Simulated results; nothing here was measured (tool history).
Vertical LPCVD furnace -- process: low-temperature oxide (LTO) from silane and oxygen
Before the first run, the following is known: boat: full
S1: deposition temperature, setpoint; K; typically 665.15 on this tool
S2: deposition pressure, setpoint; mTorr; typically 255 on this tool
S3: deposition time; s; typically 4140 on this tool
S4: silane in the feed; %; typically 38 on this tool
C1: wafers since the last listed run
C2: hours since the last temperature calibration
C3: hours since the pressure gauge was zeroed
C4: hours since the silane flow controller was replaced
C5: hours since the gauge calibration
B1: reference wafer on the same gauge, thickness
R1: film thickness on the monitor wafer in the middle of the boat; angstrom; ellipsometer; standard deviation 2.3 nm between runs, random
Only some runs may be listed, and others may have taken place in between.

run     day      S1   S2    S3  S4    C1      C2      C3      C4      C5      B1      R1
  1   0.000  662.15  255  4140  38     0  4099.2  1479.8  4357.0   717.1  684.11  6461.3
  2   2.000  662.15  255  4140  38   971  4147.2  1527.8  4405.0   765.1  684.50  6455.7
  3   5.975  665.15  255  4140  38  1930  4242.6  1623.2  4500.4   860.5  684.37  6738.1
  4   8.496  661.15  255  4140  38  1224  4303.1  1683.7  4560.9   921.0  684.56  6383.7
  5   9.721  661.15  255  4140  38   594  4332.5  1713.1  4590.3   950.4  684.47  6422.8
  6  12.567  661.15  255  4140  38  1382  4400.8  1781.4  4658.6  1018.7  684.64  6429.1
  7  15.546  665.15  255  4140  38  1446  4472.3  1852.9  4730.1  1090.2  683.45  6758.9
  8  17.333  665.15  255  4140  38   868  4515.2  1895.8  4773.0  1133.1  685.06  6740.2
     19.754  -- gauge calibrated
  9  20.183  665.15  300  4140  38  1384  4583.6  1964.2  4841.4    10.3  683.47  7899.5
     24.700  -- thermocouples replaced and temperature profile calibrated
     24.946  -- pressure gauge zeroed
 10  27.146  665.15  255  4770  38  2776    58.7    52.8  5008.5   177.4  683.58  7347.5
 11  28.842  661.15  255  4140  38   823    99.4    93.5  5049.2   218.1  683.86  6100.9
     29.967  -- silane flow controller replaced
 12  30.821  665.15  255  3510  38   475   146.9   141.0    20.5   265.6  684.04  5447.3
 13  33.679  665.15  255  4650  38  1388   215.5   209.6    89.1   334.2  684.06  7223.1
 14  35.762  665.15  225  5490  38  1011   265.5   259.6   139.1   384.2  683.39  7466.2
 15  38.038  672.15  255  2910  33  1104   320.1   314.2   193.7   438.8  684.19  4036.1
 16  40.688  665.15  255  2700  38  1286   383.7   377.8   257.3   502.4  683.61  4185.6
 17  42.225  665.15  255  4140  38   746   420.6   414.7   294.2   539.3  684.30  6416.9
 18  44.971  668.15  200  5490  44  1333   486.5   480.6   360.1   605.2  683.22  8225.2
 19  47.933  670.15  310  5070  35  1438   557.6   551.7   431.2   676.3  684.49  9111.0

Hidden state at the last listed run before each entry between runs and at the first one after, where it differs:
Between runs 8 and 9: gauge calibrated (day 19.754)
  true tube temperature minus thermocouple reading, K: 4.79 -> 4.86
  measured value less the no-hidden-state value, R1: +360.0 -> +427.5 angstrom
Between runs 9 and 10: thermocouples replaced and temperature profile calibrated (day 24.700); pressure gauge zeroed (day 24.946)
  true tube temperature minus thermocouple reading, K: 4.86 -> 0.134
  measured value less the no-hidden-state value, R1: +427.5 -> +11.4 angstrom
Between runs 11 and 12: silane flow controller replaced (day 29.967)
  true tube temperature minus thermocouple reading, K: 0.173 -> 0.218
  measured value less the no-hidden-state value, R1: +12.3 -> +13.8 angstrom
